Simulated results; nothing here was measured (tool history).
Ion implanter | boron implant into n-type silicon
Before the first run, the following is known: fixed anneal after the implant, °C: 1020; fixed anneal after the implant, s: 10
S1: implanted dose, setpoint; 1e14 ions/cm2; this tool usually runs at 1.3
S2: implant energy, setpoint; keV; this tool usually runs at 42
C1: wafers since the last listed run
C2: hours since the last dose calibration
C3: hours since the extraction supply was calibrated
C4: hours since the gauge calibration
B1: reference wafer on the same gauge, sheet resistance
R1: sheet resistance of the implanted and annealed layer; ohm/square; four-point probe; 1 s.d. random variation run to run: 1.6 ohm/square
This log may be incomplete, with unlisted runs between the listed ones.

| run | hour | S1 | S2 | C1 | C2 | C3 | C4 | B1 | R1 |
|---|---|---|---|---|---|---|---|---|---|
| 1 | 0 | 1.3 | 42 | 0 | 822.7 | 4419.3 | 32.3 | 676.47 | 568.6 |
| 2 | 50.5 | 1.3 | 42 | 775 | 873.2 | 4469.8 | 82.8 | 676.7 | 569.33 |
| 3 | 221.3 | 1.3 | 42 | 2622 | 1044 | 4640.6 | 253.6 | 676.31 | 567.88 |
| 4 | 254.8 | 1.3 | 42 | 514 | 1077.5 | 4674.1 | 287.1 | 676.08 | 569.41 |
| 5 | 312.3 | 1.3 | 42 | 882 | 1135 | 4731.6 | 344.6 | 676.04 | 566.99 |
| 6 | 340.7 | 1.15 | 42 | 436 | 1163.4 | 4760 | 373 | 675.8 | 622.07 |
| 7 | 410.3 | 1.3 | 42 | 1068 | 1233 | 4829.6 | 442.6 | 676.06 | 568.03 |
| 8 | 475.7 | 1.3 | 42 | 1004 | 1298.4 | 4895 | 508 | 675.94 | 572.53 |
| 9 | 534.3 | 1.54 | 42 | 899 | 1357 | 4953.6 | 566.6 | 676.28 | 507.12 |
| 10 | 573.8 | 1.54 | 42 | 606 | 1396.5 | 4993.1 | 606.1 | 676.75 | 507.71 |
| 11 | 641.7 | 1.54 | 42 | 1042 | 1464.4 | 5061 | 674 | 676.27 | 504.52 |
| 12 | 695.7 | 1.3 | 42 | 829 | 1518.4 | 5115 | 728 | 675.64 | 572.78 |
| 13 | 741.6 | 1.3 | 42 | 704 | 1564.3 | 5160.9 | 773.9 | 676.1 | 570.89 |
| 14 | 812.4 | 1.3 | 42 | 1087 | 1635.1 | 5231.7 | 844.7 | 675.94 | 573.99 |
| 15 | 843 | 1.3 | 42 | 469 | 1665.7 | 5262.3 | 875.3 | 675.79 | 572.92 |
|  | 870.3 | Faraday cup replaced and dose calibrated |
| 16 | 894.8 | 1.3 | 42 | 672 | 24.5 | 5314.1 | 927.1 | 676.08 | 555.05 |
| 17 | 960.7 | 1.3 | 42 | 1011 | 90.4 | 5380 | 993 | 676.06 | 552.29 |
| 18 | 999.4 | 1.3 | 42 | 594 | 129.1 | 5418.7 | 1031.7 | 675.82 | 554.02 |
| 19 | 1035.1 | 1.43 | 56.5 | 548 | 164.8 | 5454.4 | 1067.4 | 675.76 | 490.37 |
|  | 1047.1 | extraction supply calibrated |
| 20 | 1089.2 | 1.67 | 35.5 | 707 | 218.9 | 42.1 | 1121.5 | 675.84 | 473.62 |
| 21 | 1159.9 | 1.3 | 42 | 1085 | 289.6 | 112.8 | 1192.2 | 676.33 | 549.06 |
| 22 | 1223.7 | 1.14 | 54.5 | 979 | 353.4 | 176.6 | 1256 | 676.05 | 579.18 |
| 23 | 1273.1 | 0.92 | 50.5 | 758 | 402.8 | 226 | 1305.4 | 675.92 | 682.95 |
| 24 | 1319.8 | 1.3 | 42 | 717 | 449.5 | 272.7 | 1352.1 | 676.18 | 552.91 |
| 25 | 1364.5 | 1.02 | 36 | 686 | 494.2 | 317.4 | 1396.8 | 675.91 | 674.23 |
|  | 1407.7 | gauge calibrated |
| 26 | 1416.7 | 1.17 | 48.5 | 801 | 546.4 | 369.6 | 9 | 676.27 | 582.87 |
|  | 1433.2 | Faraday cup replaced and dose calibrated, repeated, since the last time left the tool worse |
| 27 | 1486.3 | 1.3 | 42 | 945 | 53.1 | 439.2 | 78.6 | 676.72 | 565.25 |
| 28 | 1545 | 1.3 | 42 | 901 | 111.8 | 497.9 | 137.3 | 675.71 | 564.55 |
| 29 | 1590.6 | 1.01 | 42 | 700 | 157.4 | 543.5 | 182.9 | 676.26 | 674.63 |
| 30 | 1636.1 | 1.3 | 42 | 698 | 202.9 | 589 | 228.4 | 675.86 | 566.44 |
| 31 | 1688.1 | 1.3 | 42 | 798 | 254.9 | 641 | 280.4 | 675.93 | 567.33 |
| 32 | 1748.6 | 1.46 | 53 | 929 | 315.4 | 701.5 | 340.9 | 675.72 | 502.23 |
| 33 | 1813.8 | 0.96 | 52 | 1001 | 380.6 | 766.7 | 406.1 | 676.04 | 673.46 |
| 34 | 1842.7 | 1.06 | 50.5 | 443 | 409.5 | 795.6 | 435 | 676.3 | 632.04 |
| 35 | 1904.6 | 1.3 | 42 | 950 | 471.4 | 857.5 | 496.9 | 675.96 | 565.1 |
| 36 | 1984.8 | 0.99 | 42 | 1231 | 551.6 | 937.7 | 577.1 | 676.32 | 683.93 |
| 37 | 2025.3 | 0.91 | 31.5 | 621 | 592.1 | 978.2 | 617.6 | 675.37 | 771.88 |
| 38 | 2092.1 | 1.12 | 49 | 1025 | 658.9 | 1045 | 684.4 | 675.57 | 611.33 |

What the log doesn't show, run by run:
deviation of the true energy from its setpoint, %: 0 at every run
gauge reads high (%): 0 at every run
H1: deviation of the true dose from the Faraday cup's reading, %
| run | H1 |
|---|---|
| 1 | -0.462 |
| 2 | -0.518 |
| 3 | -0.729 |
| 4 | -0.775 |
| 5 | -0.857 |
| 6 | -0.899 |
| 7 | -1.01 |
| 8 | -1.11 |
| 9 | -1.21 |
| 10 | -1.28 |
| 11 | -1.41 |
| 12 | -1.51 |
| 13 | -1.61 |
| 14 | -1.75 |
| 15 | -1.82 |
| 16 | 3.35 |
| 17 | 3.35 |
| 18 | 3.34 |
| 19 | 3.33 |
| 20 | 3.32 |
| 21 | 3.3 |
| 22 | 3.27 |
| 23 | 3.25 |
| 24 | 3.22 |
| 25 | 3.19 |
| 26 | 3.16 |
| 27 | 0.211 |
| 28 | 0.205 |
| 29 | 0.197 |
| 30 | 0.186 |
| 31 | 0.171 |
| 32 | 0.149 |
| 33 | 0.119 |
| 34 | 0.105 |
| 35 | 0.0694 |
| 36 | 0.0165 |
| 37 | -0.0134 |
| 38 | -0.0674 |

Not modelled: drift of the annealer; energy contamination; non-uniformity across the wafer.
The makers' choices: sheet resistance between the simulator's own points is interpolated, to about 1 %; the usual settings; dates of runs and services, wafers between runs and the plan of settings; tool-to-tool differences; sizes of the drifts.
